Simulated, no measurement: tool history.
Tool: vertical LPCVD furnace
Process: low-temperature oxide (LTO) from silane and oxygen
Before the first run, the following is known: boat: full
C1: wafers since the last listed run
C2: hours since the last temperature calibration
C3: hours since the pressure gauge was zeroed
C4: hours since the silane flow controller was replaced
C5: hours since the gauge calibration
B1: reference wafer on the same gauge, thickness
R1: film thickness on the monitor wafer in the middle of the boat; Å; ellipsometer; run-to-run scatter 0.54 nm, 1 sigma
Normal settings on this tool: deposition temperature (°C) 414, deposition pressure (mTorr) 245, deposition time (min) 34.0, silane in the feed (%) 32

run 1 hour=0.0 | deposition_temperature_(°C)=414 deposition_pressure_(mTorr)=245 deposition_time_(min)=34.0 silane_in_the_feed_(%)=32 | C1=0 C2=3885.5 C3=4098.3 C4=5310.4 C5=180.7 | B1=295.00 | R1=2945.0
run 2 hour=42.0 | deposition_temperature_(°C)=414 deposition_pressure_(mTorr)=245 deposition_time_(min)=34.0 silane_in_the_feed_(%)=32 | C1=446 C2=3927.5 C3=4140.3 C4=5352.4 C5=222.7 | B1=295.02 | R1=2958.2
run 3 hour=78.9 | deposition_temperature_(°C)=414 deposition_pressure_(mTorr)=245 deposition_time_(min)=34.0 silane_in_the_feed_(%)=32 | C1=392 C2=3964.4 C3=4177.2 C4=5389.3 C5=259.6 | B1=295.13 | R1=2962.0
run 4 hour=149.0 | deposition_temperature_(°C)=414 deposition_pressure_(mTorr)=245 deposition_time_(min)=23.5 silane_in_the_feed_(%)=32 | C1=745 C2=4034.5 C3=4247.3 C4=5459.4 C5=329.7 | B1=294.92 | R1=2043.0
-- hour=244.9 thermocouples replaced and temperature profile calibrated
run 5 hour=245.4 | deposition_temperature_(°C)=414 deposition_pressure_(mTorr)=245 deposition_time_(min)=23.5 silane_in_the_feed_(%)=32 | C1=770 C2=0.5 C3=4343.7 C4=5555.8 C5=426.1 | B1=295.19 | R1=1956.7
run 6 hour=304.4 | deposition_temperature_(°C)=414 deposition_pressure_(mTorr)=245 deposition_time_(min)=23.5 silane_in_the_feed_(%)=32 | C1=627 C2=59.5 C3=4402.7 C4=5614.8 C5=485.1 | B1=294.96 | R1=1952.6
-- hour=374.2 gauge calibrated
run 7 hour=394.4 | deposition_temperature_(°C)=414 deposition_pressure_(mTorr)=245 deposition_time_(min)=34.0 silane_in_the_feed_(%)=32 | C1=957 C2=149.5 C3=4492.7 C4=5704.8 C5=20.2 | B1=294.77 | R1=2849.9
-- hour=460.6 silane flow controller replaced
run 8 hour=461.1 | deposition_temperature_(°C)=414 deposition_pressure_(mTorr)=300 deposition_time_(min)=34.0 silane_in_the_feed_(%)=35 | C1=454 C2=216.2 C3=4559.4 C4=0.5 C5=86.9 | B1=295.25 | R1=3910.4
run 9 hour=507.7 | deposition_temperature_(°C)=414 deposition_pressure_(mTorr)=245 deposition_time_(min)=34.0 silane_in_the_feed_(%)=32 | C1=495 C2=262.8 C3=4606.0 C4=47.1 C5=133.5 | B1=295.08 | R1=2841.1
-- hour=535.5 pressure gauge zeroed
run 10 hour=552.1 | deposition_temperature_(°C)=418 deposition_pressure_(mTorr)=245 deposition_time_(min)=38.0 silane_in_the_feed_(%)=34 | C1=217 C2=307.2 C3=16.6 C4=91.5 C5=177.9 | B1=295.11 | R1=3598.3
run 11 hour=618.2 | deposition_temperature_(°C)=414 deposition_pressure_(mTorr)=245 deposition_time_(min)=34.0 silane_in_the_feed_(%)=32 | C1=703 C2=373.3 C3=82.7 C4=157.6 C5=244.0 | B1=294.93 | R1=2842.9
run 12 hour=672.9 | deposition_temperature_(°C)=414 deposition_pressure_(mTorr)=295 deposition_time_(min)=22.5 silane_in_the_feed_(%)=32 | C1=581 C2=428.0 C3=137.4 C4=212.3 C5=298.7 | B1=294.96 | R1=2260.8
run 13 hour=764.4 | deposition_temperature_(°C)=414 deposition_pressure_(mTorr)=305 deposition_time_(min)=34.0 silane_in_the_feed_(%)=32 | C1=973 C2=519.5 C3=228.9 C4=303.8 C5=390.2 | B1=295.10 | R1=3549.8
run 14 hour=814.3 | deposition_temperature_(°C)=414 deposition_pressure_(mTorr)=245 deposition_time_(min)=34.0 silane_in_the_feed_(%)=32 | C1=530 C2=569.4 C3=278.8 C4=353.7 C5=440.1 | B1=295.11 | R1=2854.4

3 ways to go on from here, each from the tool as it stands after run 14. What would each give?
run A hour=819.3 | deposition_temperature_(°C)=414 deposition_pressure_(mTorr)=245 deposition_time_(min)=40.5 silane_in_the_feed_(%)=32 | C1=53 C2=574.4 C3=283.8 C4=358.7 C5=445.1 | B1=? | R1=?
run B hour=819.3 | deposition_temperature_(°C)=414 deposition_pressure_(mTorr)=245 deposition_time_(min)=21.0 silane_in_the_feed_(%)=32 | C1=53 C2=574.4 C3=283.8 C4=358.7 C5=445.1 | B1=? | R1=?
run C hour=819.3 | deposition_temperature_(°C)=414 deposition_pressure_(mTorr)=215 deposition_time_(min)=34.0 silane_in_the_feed_(%)=32 | C1=53 C2=574.4 C3=283.8 C4=358.7 C5=445.1 | B1=? | R1=?

run=A B1=294.85 R1=3399.1
run=B B1=294.85 R1=1762.5
run=C B1=294.85 R1=2504.1
Had the tool no hidden state, the same runs would have come out as:
run=A R1=3369.5
run=B R1=1747.1
run=C R1=2482.3
